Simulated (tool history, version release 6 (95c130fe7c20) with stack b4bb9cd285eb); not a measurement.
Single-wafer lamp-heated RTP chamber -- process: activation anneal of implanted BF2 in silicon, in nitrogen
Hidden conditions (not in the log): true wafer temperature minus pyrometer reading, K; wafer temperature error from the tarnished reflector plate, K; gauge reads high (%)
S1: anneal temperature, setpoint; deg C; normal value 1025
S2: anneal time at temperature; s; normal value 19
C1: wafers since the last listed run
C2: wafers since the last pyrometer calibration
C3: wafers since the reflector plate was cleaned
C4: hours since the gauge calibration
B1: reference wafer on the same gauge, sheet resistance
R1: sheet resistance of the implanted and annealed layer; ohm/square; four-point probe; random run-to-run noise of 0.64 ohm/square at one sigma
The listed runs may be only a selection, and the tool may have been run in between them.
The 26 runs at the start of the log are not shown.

run,hour,S1,S2,C1,C2,C3,C4,B1,R1
27,733.8,1000,26,1350,3853,3786,247.6,225.91,202.6
# hour 745.3: pyrometer window cleaned and pyrometer calibrated
28,759.2,1025,14,268,214,4055,273,226,197
29,783,1036,13,367,582,4422,296.8,225.93,195.26
30,813.9,1034,11,477,1059,4899,327.7,226.05,196.47
31,835.2,1048,16,328,1387,5228,349,225.88,188.65
32,862.2,1005,23,416,1804,5645,376,226.24,200.65
33,890.1,1001,27,430,2235,6076,403.9,226.05,201.49
34,903.7,1015,9,209,2445,6286,417.5,225.93,204.11
35,925.6,1004,19,338,2783,6624,439.4,226.01,203.27
36,937.9,1054,24,189,2973,6814,451.7,225.86,184.26
# hour 966.4: pyrometer window cleaned and pyrometer calibrated
37,966.9,1039,19,324,7,7138,480.7,226.06,190.22

Here are 4 independent what-if runs from the current tool condition. What would each one return?
A,967.3,1033,19,6,13,7144,481.1,?,?
B,967.3,1035,19,6,13,7144,481.1,?,?
C,967.3,1004,10,6,13,7144,481.1,?,?
D,967.3,997,19,6,13,7144,481.1,?,?

run,B1,R1
A,225.84,191.73
B,225.84,191.23
C,225.84,207.77
D,225.84,205.94
The same runs, with their run-to-run variation unchanged, on a tool lacking any hidden condition would have given:
run,R1
A,193.35
B,192.79
C,211.19
D,209.64

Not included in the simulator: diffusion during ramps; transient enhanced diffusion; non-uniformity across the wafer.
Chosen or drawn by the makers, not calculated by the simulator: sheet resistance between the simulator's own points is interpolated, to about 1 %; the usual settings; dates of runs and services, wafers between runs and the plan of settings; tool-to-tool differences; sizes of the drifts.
